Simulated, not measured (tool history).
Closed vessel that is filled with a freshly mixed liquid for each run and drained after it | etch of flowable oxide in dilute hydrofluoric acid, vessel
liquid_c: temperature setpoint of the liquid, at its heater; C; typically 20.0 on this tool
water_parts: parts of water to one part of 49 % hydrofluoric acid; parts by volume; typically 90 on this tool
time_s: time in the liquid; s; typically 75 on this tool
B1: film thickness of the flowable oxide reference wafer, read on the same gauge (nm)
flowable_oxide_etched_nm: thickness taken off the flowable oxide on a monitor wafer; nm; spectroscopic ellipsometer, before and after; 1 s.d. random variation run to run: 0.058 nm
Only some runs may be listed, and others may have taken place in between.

Run 1, hour 0.0: usual settings but water_parts 55 parts by volume; B1 140.03. Result: flowable_oxide_etched_nm 30.68 nm.
Run 2, hour 25.0: usual settings but time_s 55 s; B1 140.00. Result: flowable_oxide_etched_nm 13.20 nm.
Run 3, hour 50.2: usual settings but time_s 55 s; B1 139.99. Result: flowable_oxide_etched_nm 13.22 nm.
Run 4, hour 76.3: usual settings but time_s 55 s; B1 140.00. Result: flowable_oxide_etched_nm 13.21 nm.
Run 5, hour 104.4: usual settings; B1 139.95. Result: flowable_oxide_etched_nm 18.03 nm.
Run 6, hour 120.6: usual settings; B1 139.99. Result: flowable_oxide_etched_nm 18.03 nm.
Run 7, hour 140.5: usual settings; B1 139.99. Result: flowable_oxide_etched_nm 18.11 nm.
Run 8, hour 169.6: usual settings but water_parts 105 parts by volume, time_s 110 s; B1 139.96. Result: flowable_oxide_etched_nm 22.32 nm.
Run 9, hour 198.2: usual settings but water_parts 105 parts by volume, time_s 110 s; B1 140.02. Result: flowable_oxide_etched_nm 22.45 nm.
Run 10, hour 224.6: usual settings but liquid_c 23.0 C, water_parts 55 parts by volume; B1 140.00. Result: flowable_oxide_etched_nm 34.90 nm.
Run 11, hour 255.1: usual settings but liquid_c 23.0 C, water_parts 55 parts by volume; B1 140.00. Result: flowable_oxide_etched_nm 34.91 nm.
Run 12, hour 271.9: usual settings but liquid_c 23.0 C, water_parts 55 parts by volume; B1 140.03. Result: flowable_oxide_etched_nm 35.12 nm.
At hour 283.4: gauge calibrated.
Run 13, hour 286.2: usual settings; B1 139.97. Result: flowable_oxide_etched_nm 18.00 nm.
Run 14, hour 318.0: usual settings but time_s 60 s; B1 140.00. Result: flowable_oxide_etched_nm 14.52 nm.
Run 15, hour 351.8: usual settings; B1 139.99. Result: flowable_oxide_etched_nm 18.17 nm.
Run 16, hour 382.9: usual settings; B1 139.99. Result: flowable_oxide_etched_nm 18.19 nm.
Run 17, hour 411.6: usual settings but liquid_c 17.0 C, time_s 110 s; B1 140.00. Result: flowable_oxide_etched_nm 23.58 nm.
Run 18, hour 429.4: usual settings but time_s 100 s; B1 139.99. Result: flowable_oxide_etched_nm 24.20 nm.
Run 19, hour 451.4: usual settings but liquid_c 17.0 C, water_parts 60 parts by volume, time_s 50 s; B1 140.05. Result: flowable_oxide_etched_nm 16.56 nm.
Run 20, hour 474.2: usual settings but liquid_c 23.5 C, time_s 45 s; B1 139.99. Result: flowable_oxide_etched_nm 12.53 nm.
At hour 479.4: hydrofluoric acid flow meter replaced.
At hour 500.4: thermometer replaced.
Run 21, hour 500.9: usual settings; B1 140.00. Result: flowable_oxide_etched_nm 17.39 nm.
Run 22, hour 533.0: usual settings but time_s 110 s; B1 139.98. Result: flowable_oxide_etched_nm 25.38 nm.
Run 23, hour 554.2: usual settings but water_parts 130 parts by volume, time_s 120 s; B1 139.97. Result: flowable_oxide_etched_nm 18.31 nm.
Run 24, hour 580.0: usual settings but liquid_c 17.5 C, water_parts 125 parts by volume, time_s 90 s; B1 139.96. Result: flowable_oxide_etched_nm 13.04 nm.
Run 25, hour 598.1: usual settings; B1 140.01. Result: flowable_oxide_etched_nm 17.42 nm.
Run 26, hour 622.3: usual settings; B1 140.01. Result: flowable_oxide_etched_nm 17.36 nm.
Run 27, hour 650.6: usual settings but water_parts 120 parts by volume; B1 140.00. Result: flowable_oxide_etched_nm 12.67 nm.

Here are 4 independent what-if runs from the current tool condition. What would each one return?
Run A, hour 651.3: usual settings but water_parts 70 parts by volume; B1 ?. Result: flowable_oxide_etched_nm ?.
Run B, hour 651.3: usual settings but liquid_c 21.5 C, water_parts 130 parts by volume; B1 ?. Result: flowable_oxide_etched_nm ?.
Run C, hour 651.3: usual settings but liquid_c 24.0 C, time_s 45 s; B1 ?. Result: flowable_oxide_etched_nm ?.
Run D, hour 651.3: usual settings but time_s 40 s; B1 ?. Result: flowable_oxide_etched_nm ?.

run      B1  flowable_oxide_etched_nm
  A  139.99                     22.87
  B  139.99                     12.22
  C  139.99                     12.27
  D  139.99                      9.27
Without the tool's unlogged condition, the same runs would have read:
run  flowable_oxide_etched_nm
  A                     22.61
  B                     12.09
  C                     12.13
  D                      9.16

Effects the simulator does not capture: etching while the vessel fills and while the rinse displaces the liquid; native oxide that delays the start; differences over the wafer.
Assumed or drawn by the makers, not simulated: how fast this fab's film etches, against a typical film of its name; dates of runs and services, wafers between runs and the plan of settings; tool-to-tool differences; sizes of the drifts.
